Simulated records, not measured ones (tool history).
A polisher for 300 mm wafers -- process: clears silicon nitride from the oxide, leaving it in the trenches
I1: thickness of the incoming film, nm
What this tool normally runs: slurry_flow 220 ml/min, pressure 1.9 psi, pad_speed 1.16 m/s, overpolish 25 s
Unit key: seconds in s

run 1 day=0 | slurry_flow=220 pressure=1.9 pad_speed=1.16 overpolish=25 | I1=78.9 | seconds=135.6
run 2 day=0.571 | slurry_flow=220 pressure=1.9 pad_speed=1.16 overpolish=25 | I1=78.9 | seconds=134.3
run 3 day=0.912 | slurry_flow=220 pressure=1.9 pad_speed=1.16 overpolish=25 | I1=80 | seconds=137.3
run 4 day=1.404 | slurry_flow=220 pressure=1.9 pad_speed=1.16 overpolish=25 | I1=80.4 | seconds=140.1
run 5 day=2 | slurry_flow=220 pressure=1.9 pad_speed=1.16 overpolish=25 | I1=79.2 | seconds=142.7
-- day=2.412 worn pad replaced by a new one
run 6 day=2.617 | slurry_flow=220 pressure=1.9 pad_speed=1.44 overpolish=25 | I1=80.2 | seconds=103.1
run 7 day=3.088 | slurry_flow=220 pressure=1.9 pad_speed=1.16 overpolish=25 | I1=81 | seconds=129.1
run 8 day=3.346 | slurry_flow=220 pressure=1.9 pad_speed=1.16 overpolish=25 | I1=79.3 | seconds=128.8
run 9 day=3.908 | slurry_flow=220 pressure=1.9 pad_speed=1.16 overpolish=25 | I1=80 | seconds=131.4
run 10 day=4.388 | slurry_flow=220 pressure=1.9 pad_speed=1.16 overpolish=25 | I1=79.6 | seconds=131.5
run 11 day=4.758 | slurry_flow=220 pressure=1.9 pad_speed=1.16 overpolish=25 | I1=79.6 | seconds=133.6
-- day=5.208 head pressure recalibrated
run 12 day=5.229 | slurry_flow=220 pressure=1.9 pad_speed=1.16 overpolish=35 | I1=79.2 | seconds=131.8
run 13 day=5.579 | slurry_flow=175 pressure=1.4 pad_speed=1.54 overpolish=14 | I1=81.6 | seconds=134.1
run 14 day=6.046 | slurry_flow=220 pressure=1.5 pad_speed=1.52 overpolish=25 | I1=79.4 | seconds=121.2
run 15 day=6.754 | slurry_flow=220 pressure=1.9 pad_speed=1.16 overpolish=25 | I1=79.2 | seconds=139
-- day=7.096 worn pad replaced by a new one
run 16 day=7.312 | slurry_flow=190 pressure=1.9 pad_speed=1.28 overpolish=15 | I1=80.5 | seconds=122
-- day=7.967 slurry nozzle cleaned
run 17 day=7.988 | slurry_flow=155 pressure=1.9 pad_speed=1.16 overpolish=18 | I1=79.9 | seconds=124.7
run 18 day=8.338 | slurry_flow=220 pressure=1.9 pad_speed=1.48 overpolish=16 | I1=78.6 | seconds=92.9
run 19 day=8.846 | slurry_flow=150 pressure=1.9 pad_speed=1.16 overpolish=30 | I1=79.9 | seconds=132.8
run 20 day=9.588 | slurry_flow=220 pressure=2.5 pad_speed=1.38 overpolish=25 | I1=78.3 | seconds=83.6
run 21 day=10.067 | slurry_flow=220 pressure=1.9 pad_speed=1.16 overpolish=37 | I1=80.3 | seconds=125.2
run 22 day=10.721 | slurry_flow=295 pressure=2.1 pad_speed=1.16 overpolish=19 | I1=79.9 | seconds=114.5
run 23 day=11.317 | slurry_flow=220 pressure=1.9 pad_speed=1.16 overpolish=25 | I1=80.6 | seconds=127.2

Results per run with the tool's hidden condition removed, run-to-run variation unchanged:
Hidden conditions of the tool in this case: removal rate lost through wear of the pad, %; slurry flow missing at the pad, %; deviation of the head's pressure from its setpoint, %.
run=1 seconds=119.2
run=2 seconds=116
run=3 seconds=117.4
run=4 seconds=117.7
run=5 seconds=117.3
run=6 seconds=93.3
run=7 seconds=116.4
run=8 seconds=115.9
run=9 seconds=117.5
run=10 seconds=116.9
run=11 seconds=118
run=12 seconds=115.4
run=13 seconds=113.5
run=14 seconds=104.4
run=15 seconds=117.4
run=16 seconds=105.9
run=17 seconds=122.5
run=18 seconds=90.7
run=19 seconds=127.5
run=20 seconds=79.4
run=21 seconds=117.3
run=22 seconds=106.2
run=23 seconds=114.6
